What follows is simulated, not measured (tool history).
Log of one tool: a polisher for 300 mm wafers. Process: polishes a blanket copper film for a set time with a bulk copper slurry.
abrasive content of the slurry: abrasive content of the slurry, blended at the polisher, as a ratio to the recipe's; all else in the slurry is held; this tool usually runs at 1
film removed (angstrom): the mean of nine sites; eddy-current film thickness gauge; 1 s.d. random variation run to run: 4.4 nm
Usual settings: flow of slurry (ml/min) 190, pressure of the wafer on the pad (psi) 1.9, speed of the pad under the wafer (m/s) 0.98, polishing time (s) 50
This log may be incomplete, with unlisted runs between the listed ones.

run   hour  flow of slurry (ml/min)  pressure of the wafer on the pad (psi)  speed of the pad under the wafer (m/s)  abrasive content of the slurry  polishing time (s)  wafers since the last listed run  wafers polished on this pad  hours since the slurry nozzle was cleaned  hours since the head pressure was calibrated  hours since the slurry blender was calibrated  incoming thickness of the incoming film, nm  film removed (angstrom)
  1      0                      190                                     1.9                                    0.98                               1                  50                                 0                         1435                                       27.6                                         672.2                                           52.7                                       3463.8                     2963
  2    8.6                      190                                     1.9                                    0.98                               1                  50                               160                         1595                                       36.2                                         680.8                                           61.3                                       3488.8                     3080
        17  -- worn pad replaced by a new one
  3   25.1                      190                                     1.9                                    0.98                               1                  50                               232                          151                                       52.7                                         697.3                                           77.8                                       3465.1                     3002
  4   31.7                      190                                     1.9                                    0.98                               1                  50                               122                          273                                       59.3                                         703.9                                           84.4                                       3511.4                     3108
  5   40.1                      190                                     1.9                                    0.98                               1                  50                               156                          430                                       67.7                                         712.3                                           92.8                                       3472.4                     3083
  6   50.5                      190                                     1.9                                    1.18                               1                  50                               193                          624                                       78.1                                         722.7                                          103.2                                       3495.8                     3617
  7   65.1                      190                                     1.9                                    0.98                             1.2                  50                               271                          895                                       92.7                                         737.3                                          117.8                                       3532.8                     3190
  8     72                      175                                     1.9                                    0.98                               1                  50                               128                         1024                                       99.6                                         744.2                                          124.7                                       3499.5                     2994
  9   94.1                      190                                     1.9                                    0.98                             0.9                  50                               411                         1435                                      121.7                                         766.3                                          146.8                                       3451.8                     2943
 10  101.4                      190                                     1.9                                    0.98                             0.9                  50                               135                         1571                                        129                                         773.6                                          154.1                                       3503.8                     2993
 11  112.5                      190                                     1.9                                    0.98                               1                  50                               206                         1778                                      140.1                                         784.7                                          165.2                                       3459.5                     3023
       120  -- worn pad replaced by a new one
 12  130.3                      190                                     1.9                                    0.98                               1                  50                               256                          192                                      157.9                                         802.5                                            183                                       3463.4                     2998
 13  144.9                      190                                     1.9                                    0.98                               1                  50                               271                          464                                      172.5                                         817.1                                          197.6                                       3500.8                     3025
 14  156.7                      190                                     1.9                                    1.08                             1.1                  50                               219                          683                                      184.3                                         828.9                                          209.4                                       3498.1                     3361
 15  171.4                      145                                     1.9                                    0.98                               1                  50                               273                          957                                        199                                         843.6                                          224.1                                       3488.1                     2877
 16  184.4                      190                                     1.9                                    0.98                               1                  50                               242                         1199                                        212                                         856.6                                          237.1                                       3516.9                     2982
     193.3  -- head pressure recalibrated
 17  193.8                      190                                     2.2                                    0.98                            0.85                  50                               137                         1337                                      221.4                                           0.5                                          246.5                                         3431                     3166
     205.6  -- worn pad replaced by a new one
 18  206.1                      190                                     1.9                                    0.98                               1                  63                               154                           10                                      233.7                                          12.8                                          258.8                                       3471.2                     3739
 19    214                      190                                     2.1                                    0.98                               1                  35                               147                          157                                      241.6                                          20.7                                          266.7                                       3420.9                     2198
     216.4  -- slurry nozzle cleaned
 20  249.2                      190                                     1.2                                    0.98                               1                  33                               636                          794                                       32.8                                          55.9                                          301.9                                       3501.9                     1452
     255.3  -- slurry blender recalibrated
 21    261                      240                                     2.4                                    0.98                            1.15                  50                               182                          976                                       44.6                                          67.7                                            5.7                                       3437.4                     3790
 22  269.7                      190                                     1.9                                    0.68                               1                  50                               161                         1138                                       53.3                                          76.4                                           14.4                                       3421.4                     2076
 23  281.1                      190                                     1.9                                    0.98                               1                  50                               212                         1350                                       64.7                                          87.8                                           25.8                                       3504.2                     3110
       290  -- worn pad replaced by a new one
 24  297.8                      190                                     1.9                                     0.7                               1                  50                               236                          145                                       81.4                                         104.5                                           42.5                                       3484.4                     2159
 25  312.2                      190                                     1.9                                    0.98                               1                  58                               268                          413                                       95.8                                         118.9                                           56.9                                       3531.7                     3501
 26  326.1                      190                                     1.9                                    0.98                               1                  62                               258                          672                                      109.7                                         132.8                                           70.8                                       3502.1                     3714
 27  343.9                      190                                     1.3                                    1.18                               1                  50                               331                         1004                                      127.5                                         150.6                                           88.6                                       3488.3                     2991

For run 28, what comes out?
 28  351.3                      190                                     1.9                                    0.98                             0.8                  66                               137                         1141                                      134.9                                           158                                             96                                       3509.7                        ?

Run 28 came out at film removed (angstrom) 3748.
If the tool had no hidden condition, the same run with the same run-to-run variation would have returned film removed (angstrom) 3810.

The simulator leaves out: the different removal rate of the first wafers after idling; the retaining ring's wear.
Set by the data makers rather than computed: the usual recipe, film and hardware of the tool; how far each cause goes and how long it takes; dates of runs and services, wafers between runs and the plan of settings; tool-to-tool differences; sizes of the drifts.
